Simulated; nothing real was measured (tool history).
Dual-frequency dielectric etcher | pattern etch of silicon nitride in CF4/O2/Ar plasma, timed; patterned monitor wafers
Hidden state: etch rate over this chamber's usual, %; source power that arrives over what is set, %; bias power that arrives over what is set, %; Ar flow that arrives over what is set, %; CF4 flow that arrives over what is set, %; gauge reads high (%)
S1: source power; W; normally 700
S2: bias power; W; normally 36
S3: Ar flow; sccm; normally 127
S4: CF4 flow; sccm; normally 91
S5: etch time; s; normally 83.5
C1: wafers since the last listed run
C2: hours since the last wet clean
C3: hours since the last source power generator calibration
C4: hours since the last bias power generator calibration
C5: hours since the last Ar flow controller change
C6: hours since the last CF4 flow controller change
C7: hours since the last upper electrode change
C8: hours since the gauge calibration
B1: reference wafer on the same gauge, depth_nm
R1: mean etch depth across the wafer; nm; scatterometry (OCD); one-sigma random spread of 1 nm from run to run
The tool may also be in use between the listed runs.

Run 1, hour 0: usual settings; C1 0; C2 131.7; C3 3722.3; C4 2058.2; C5 4722.6; C6 2051.4; C7 1837.4; C8 1490.5; B1 192.8. Result: R1 172.3 nm.
At hour 19.3: bias power generator calibrated.
At hour 96.9: source power generator calibrated.
At hour 99.4: gauge calibrated.
Run 2, hour 152: usual settings; C1 1998; C2 283.7; C3 55.1; C4 132.7; C5 4874.6; C6 2203.4; C7 1989.4; C8 52.6; B1 204.9. Result: R1 183.1 nm.
At hour 183.6: Ar flow controller replaced.
Run 3, hour 204.9: usual settings; C1 650; C2 336.6; C3 108; C4 185.6; C5 21.3; C6 2256.3; C7 2042.3; C8 105.5; B1 204.5. Result: R1 182.5 nm.
Run 4, hour 308.3: usual settings; C1 1435; C2 440; C3 211.4; C4 289; C5 124.7; C6 2359.7; C7 2145.7; C8 208.9; B1 204.4. Result: R1 184.3 nm.
At hour 370.9: wet clean of the chamber.
At hour 395.4: upper electrode replaced.
Run 5, hour 395.9: usual settings but S3 149 sccm, S4 83 sccm; C1 549; C2 25; C3 299; C4 376.6; C5 212.3; C6 2447.3; C7 0.5; C8 296.5; B1 204.2. Result: R1 178 nm.
Run 6, hour 444: usual settings but S3 149 sccm, S4 83 sccm; C1 667; C2 73.1; C3 347.1; C4 424.7; C5 260.4; C6 2495.4; C7 48.6; C8 344.6; B1 204.6. Result: R1 177.7 nm.
Run 7, hour 547.2: usual settings but S1 610 W, S3 146 sccm; C1 1432; C2 176.3; C3 450.3; C4 527.9; C5 363.6; C6 2598.6; C7 151.8; C8 447.8; B1 203.7. Result: R1 164.6 nm.
Run 8, hour 586.6: usual settings but S1 770 W, S5 94 s; C1 546; C2 215.7; C3 489.7; C4 567.3; C5 403; C6 2638; C7 191.2; C8 487.2; B1 203.6. Result: R1 214.3 nm.
Run 9, hour 653.6: usual settings but S1 610 W, S3 146 sccm; C1 929; C2 282.7; C3 556.7; C4 634.3; C5 470; C6 2705; C7 258.2; C8 554.2; B1 203.8. Result: R1 166.5 nm.
Run 10, hour 760.7: usual settings; C1 1486; C2 389.8; C3 663.8; C4 741.4; C5 577.1; C6 2812.1; C7 365.3; C8 661.3; B1 202.8. Result: R1 182 nm.
Run 11, hour 804.5: usual settings but S4 114 sccm; C1 607; C2 433.6; C3 707.6; C4 785.2; C5 620.9; C6 2855.9; C7 409.1; C8 705.1; B1 202.7. Result: R1 184.8 nm.
Run 12, hour 848: usual settings but S3 139 sccm, S4 97 sccm, S5 72 s; C1 603; C2 477.1; C3 751.1; C4 828.7; C5 664.4; C6 2899.4; C7 452.6; C8 748.6; B1 202.4. Result: R1 155.5 nm.
At hour 881.2: CF4 flow controller replaced.
At hour 942.6: wet clean of the chamber.
Run 13, hour 943.1: usual settings; C1 903; C2 0.5; C3 846.2; C4 923.8; C5 759.5; C6 61.9; C7 547.7; C8 843.7; B1 201.2. Result: R1 179.2 nm.
Run 14, hour 1014.9: usual settings but S1 590 W, S2 40 W, S3 135 sccm; C1 996; C2 72.3; C3 918; C4 995.6; C5 831.3; C6 133.7; C7 619.5; C8 915.5; B1 200.5. Result: R1 170.5 nm.

Run 15 is up next; what results do you expect?
Run 15, hour 1091.7: usual settings; C1 1065; C2 149.1; C3 994.8; C4 1072.4; C5 908.1; C6 210.5; C7 696.3; C8 992.3; B1 ?. Result: R1 ?.

{"run 15": {"B1": 200.4, "R1": 180}}
Take away the tool's hidden state, keep the run-to-run variation as it was, and the same run would have given R1 184.5 nm.
